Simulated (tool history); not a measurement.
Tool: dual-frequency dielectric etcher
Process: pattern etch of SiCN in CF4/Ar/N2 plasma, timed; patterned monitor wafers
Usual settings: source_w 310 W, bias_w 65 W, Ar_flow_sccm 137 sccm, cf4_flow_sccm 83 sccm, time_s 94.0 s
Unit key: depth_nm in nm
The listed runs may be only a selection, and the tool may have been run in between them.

run,hour,source_w,bias_w,Ar_flow_sccm,cf4_flow_sccm,time_s,wafers since the last listed run,hours since the last wet clean,hours since the last source power generator calibration,hours since the last bias power generator calibration,hours since the last Ar flow controller change,hours since the last CF4 flow controller change,hours since the last upper electrode change,hours since the gauge calibration,"read-back reference wafer on the same gauge, depth_nm",depth_nm
1,0.0,310,65,137,83,94.0,0,195.1,5307.5,4115.6,1473.3,4532.6,3614.6,220.7,45.9,50.1
2,84.9,310,65,137,83,94.0,1047,280.0,5392.4,4200.5,1558.2,4617.5,3699.5,305.6,45.7,49.9
3,181.2,310,65,137,83,94.0,1188,376.3,5488.7,4296.8,1654.5,4713.8,3795.8,401.9,45.7,50.5
4,231.3,310,57,137,83,94.0,618,426.4,5538.8,4346.9,1704.6,4763.9,3845.9,452.0,45.6,48.9
# hour 236.6: source power generator calibrated
# hour 268.6: Ar flow controller replaced
# hour 326.3: wet clean of the chamber
5,326.8,310,65,137,83,94.0,758,0.5,90.2,4442.4,58.2,4859.4,3941.4,547.5,45.4,49.6
6,342.4,310,65,137,83,102.5,192,16.1,105.8,4458.0,73.8,4875.0,3957.0,563.1,45.4,54.4
# hour 420.9: CF4 flow controller replaced
7,431.3,310,65,137,83,94.0,1022,105.0,194.7,4546.9,162.7,10.4,4045.9,652.0,45.2,50.2
# hour 452.4: bias power generator calibrated
8,472.3,310,65,137,83,94.0,456,146.0,235.7,19.9,203.7,51.4,4086.9,693.0,45.0,49.4
# hour 512.7: upper electrode replaced
9,526.7,310,65,137,83,94.0,375,200.4,290.1,74.3,258.1,105.8,14.0,747.4,45.0,49.7
10,646.6,310,65,137,83,94.0,1479,320.3,410.0,194.2,378.0,225.7,133.9,867.3,44.7,49.2
11,684.8,290,81,137,68,109.0,471,358.5,448.2,232.4,416.2,263.9,172.1,905.5,44.8,54.3
12,726.8,310,65,137,83,94.0,518,400.5,490.2,274.4,458.2,305.9,214.1,947.5,44.7,48.7
13,767.7,310,78,137,83,94.0,504,441.4,531.1,315.3,499.1,346.8,255.0,988.4,44.7,51.5
# hour 802.7: gauge calibrated
14,809.3,310,65,137,71,104.5,513,483.0,572.7,356.9,540.7,388.4,296.6,6.6,46.7,56.1
# hour 880.8: wet clean of the chamber
15,881.3,340,73,137,83,94.0,592,0.5,644.7,428.9,612.7,460.4,368.6,78.6,46.6,58.1
16,929.0,310,65,137,83,94.0,588,48.2,692.4,476.6,660.4,508.1,416.3,126.3,46.7,51.3
17,1004.3,270,72,119,70,94.0,928,123.5,767.7,551.9,735.7,583.4,491.6,201.6,46.5,45.3
18,1071.7,240,65,117,90,111.5,831,190.9,835.1,619.3,803.1,650.8,559.0,269.0,46.3,47.1
19,1118.7,270,65,117,83,81.5,579,237.9,882.1,666.3,850.1,697.8,606.0,316.0,46.2,38.7
20,1183.7,280,58,156,83,94.0,801,302.9,947.1,731.3,915.1,762.8,671.0,381.0,46.0,42.9

Run-by-run hidden state of the tool:
etch rate over this chamber's usual, %: 0 on each run
source power that arrives over what is set, %: 0 on each run
bias power that arrives over what is set, %: 0 on each run
Ar flow that arrives over what is set, %: 0 on each run
CF4 flow that arrives over what is set, %: 0 on each run
H1: gauge reads high (%)
run,H1
1,-1.1
2,-1.44
3,-1.82
4,-2.02
5,-2.4
6,-2.47
7,-2.82
8,-2.99
9,-3.2
10,-3.68
11,-3.84
12,-4
13,-4.17
14,0.619
15,0.331
16,0.14
17,-0.161
18,-0.431
19,-0.619
20,-0.879
